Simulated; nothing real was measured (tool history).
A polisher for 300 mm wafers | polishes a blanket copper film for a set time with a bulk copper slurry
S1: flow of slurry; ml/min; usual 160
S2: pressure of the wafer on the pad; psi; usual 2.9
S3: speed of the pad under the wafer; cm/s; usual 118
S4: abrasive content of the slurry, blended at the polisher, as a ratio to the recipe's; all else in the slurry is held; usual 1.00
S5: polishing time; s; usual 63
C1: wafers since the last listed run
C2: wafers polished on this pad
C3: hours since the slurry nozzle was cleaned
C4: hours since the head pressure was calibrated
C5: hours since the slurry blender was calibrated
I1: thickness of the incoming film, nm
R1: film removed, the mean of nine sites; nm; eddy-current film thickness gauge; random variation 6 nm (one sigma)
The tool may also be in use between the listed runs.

Run 1, hour 0.0: usual settings but S2 2.1 psi, S4 0.80; C1 0; C2 156; C3 123.6; C4 714.5; C5 63.0; I1 3816.9. Result: R1 499.3 nm.
Run 2, hour 33.9: usual settings; C1 232; C2 388; C3 157.5; C4 748.4; C5 96.9; I1 3921.8. Result: R1 694.3 nm.
Run 3, hour 55.3: usual settings but S2 2.3 psi; C1 146; C2 535; C3 178.9; C4 769.8; C5 118.3; I1 3864.1. Result: R1 553.3 nm.
Run 4, hour 67.9: usual settings; C1 86; C2 621; C3 191.5; C4 782.4; C5 130.9; I1 3804.8. Result: R1 691.5 nm.
Run 5, hour 83.8: usual settings; C1 108; C2 730; C3 207.4; C4 798.3; C5 146.8; I1 3903.4. Result: R1 690.3 nm.
At hour 89.7: slurry nozzle cleaned.
Run 6, hour 105.7: usual settings; C1 143; C2 873; C3 16.0; C4 820.2; C5 168.7; I1 3872.4. Result: R1 679.6 nm.
Run 7, hour 133.0: usual settings but S2 2.3 psi, S5 77 s; C1 186; C2 1060; C3 43.3; C4 847.5; C5 196.0; I1 3842.3. Result: R1 662.4 nm.
Run 8, hour 157.8: usual settings but S2 2.3 psi, S5 77 s; C1 169; C2 1229; C3 68.1; C4 872.3; C5 220.8; I1 3832.4. Result: R1 660.6 nm.
At hour 162.0: worn pad replaced by a new one.
Run 9, hour 234.5: usual settings but S2 2.3 psi, S5 77 s; C1 497; C2 496; C3 144.8; C4 949.0; C5 297.5; I1 3912.6. Result: R1 672.0 nm.
Run 10, hour 260.2: usual settings; C1 175; C2 672; C3 170.5; C4 974.7; C5 323.2; I1 3909.1. Result: R1 682.2 nm.
At hour 265.8: slurry blender recalibrated.
Run 11, hour 290.4: usual settings; C1 193; C2 865; C3 200.7; C4 1004.9; C5 24.6; I1 3903.2. Result: R1 689.2 nm.
At hour 316.1: slurry nozzle cleaned.
At hour 316.4: head pressure recalibrated.
Run 12, hour 323.8: usual settings; C1 219; C2 1085; C3 7.7; C4 7.4; C5 58.0; I1 3882.4. Result: R1 676.2 nm.
At hour 330.6: worn pad replaced by a new one.
Run 13, hour 357.4: usual settings but S1 110 ml/min, S2 3.3 psi, S5 70 s; C1 202; C2 183; C3 41.3; C4 41.0; C5 91.6; I1 3844.2. Result: R1 867.0 nm.
Run 14, hour 378.0: usual settings but S1 180 ml/min, S2 3.6 psi, S4 0.75, S5 76 s; C1 141; C2 324; C3 61.9; C4 61.6; C5 112.2; I1 3842.4. Result: R1 1002.1 nm.
Run 15, hour 410.0: usual settings but S2 2.1 psi, S3 160 cm/s, S4 1.30, S5 48 s; C1 219; C2 543; C3 93.9; C4 93.6; C5 144.2; I1 3841.8. Result: R1 516.6 nm.
Run 16, hour 434.3: usual settings but S2 2.3 psi, S5 77 s; C1 166; C2 710; C3 118.2; C4 117.9; C5 168.5; I1 3923.8. Result: R1 663.6 nm.

Run 17 comes next. What will it give?
Run 17, hour 447.0: usual settings but S1 195 ml/min, S3 76 cm/s, S5 84 s; C1 86; C2 797; C3 130.9; C4 130.6; C5 181.2; I1 3921.2. Result: R1 ?.

R1: 683.3 nm
Without the tool's hidden state the same run would have given R1 743.7 nm.
